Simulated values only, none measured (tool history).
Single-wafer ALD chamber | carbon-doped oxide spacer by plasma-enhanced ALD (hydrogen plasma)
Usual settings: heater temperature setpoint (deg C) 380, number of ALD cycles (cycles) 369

| run | hour | heater temperature setpoint (deg C) | number of ALD cycles (cycles) | wafers since the last listed run | hours since the last thermocouple change | hours since the gauge calibration | read-back reference wafer on the same gauge, thickness_nm | mean film thickness on the monitor wafer (Å) |
|---|---|---|---|---|---|---|---|---|
| 1 | 0.0 | 386 | 369 | 0 | 763.4 | 572.4 | 20.346 | 200.06 |
| 2 | 47.2 | 386 | 369 | 33 | 810.6 | 619.6 | 20.345 | 199.64 |
| 3 | 85.1 | 380 | 369 | 27 | 848.5 | 657.5 | 20.366 | 200.84 |
| 4 | 175.3 | 380 | 369 | 64 | 938.7 | 747.7 | 20.390 | 200.47 |
| 5 | 231.5 | 380 | 369 | 40 | 994.9 | 803.9 | 20.456 | 201.22 |
| 6 | 322.8 | 380 | 402 | 65 | 1086.2 | 895.2 | 20.476 | 219.38 |
| 7 | 382.1 | 380 | 402 | 42 | 1145.5 | 954.5 | 20.512 | 220.32 |
| 8 | 485.1 | 380 | 402 | 74 | 1248.5 | 1057.5 | 20.597 | 219.49 |
| 9 | 535.2 | 380 | 354 | 36 | 1298.6 | 1107.6 | 20.644 | 194.65 |
| 10 | 614.1 | 380 | 354 | 56 | 1377.5 | 1186.5 | 20.663 | 194.37 |
| 11 | 652.3 | 368 | 317 | 27 | 1415.7 | 1224.7 | 20.724 | 173.96 |
|  | 681.0 | gauge calibrated |
| 12 | 703.3 | 386 | 308 | 36 | 1466.7 | 22.3 | 20.188 | 165.05 |
|  | 736.3 | thermocouple changed; heater temperature recalibrated |
| 13 | 811.3 | 380 | 402 | 71 | 75.0 | 130.3 | 20.180 | 215.91 |
| 14 | 914.4 | 374 | 417 | 74 | 178.1 | 233.4 | 20.209 | 224.87 |
| 15 | 1012.4 | 387 | 403 | 70 | 276.1 | 331.4 | 20.224 | 217.86 |
| 16 | 1067.2 | 380 | 422 | 39 | 330.9 | 386.2 | 20.219 | 226.10 |
| 17 | 1162.4 | 391 | 394 | 68 | 426.1 | 481.4 | 20.238 | 212.49 |
| 18 | 1252.9 | 380 | 369 | 65 | 516.6 | 571.9 | 20.261 | 200.25 |
| 19 | 1293.7 | 392 | 436 | 29 | 557.4 | 612.7 | 20.328 | 235.74 |
| 20 | 1400.3 | 380 | 369 | 76 | 664.0 | 719.3 | 20.329 | 199.07 |

5 ways to go on from here, each from the tool as it stands after run 20. What would each give?
| A | 1401.3 | 380 | 440 | 0 | 665.0 | 720.3 | ? | ? |
| B | 1401.3 | 375 | 416 | 0 | 665.0 | 720.3 | ? | ? |
| C | 1401.3 | 388 | 335 | 0 | 665.0 | 720.3 | ? | ? |
| D | 1401.3 | 380 | 340 | 0 | 665.0 | 720.3 | ? | ? |
| E | 1401.3 | 370 | 314 | 0 | 665.0 | 720.3 | ? | ? |

| run | read-back reference wafer on the same gauge, thickness_nm | mean film thickness on the monitor wafer (Å) |
|---|---|---|
| A | 20.354 | 238.09 |
| B | 20.354 | 225.10 |
| C | 20.354 | 181.27 |
| D | 20.354 | 183.98 |
| E | 20.354 | 169.91 |
Without the tool's hidden state the same runs would have given:
| run | mean film thickness on the monitor wafer (Å) |
|---|---|
| A | 236.42 |
| B | 223.52 |
| C | 180.00 |
| D | 182.69 |
| E | 168.72 |
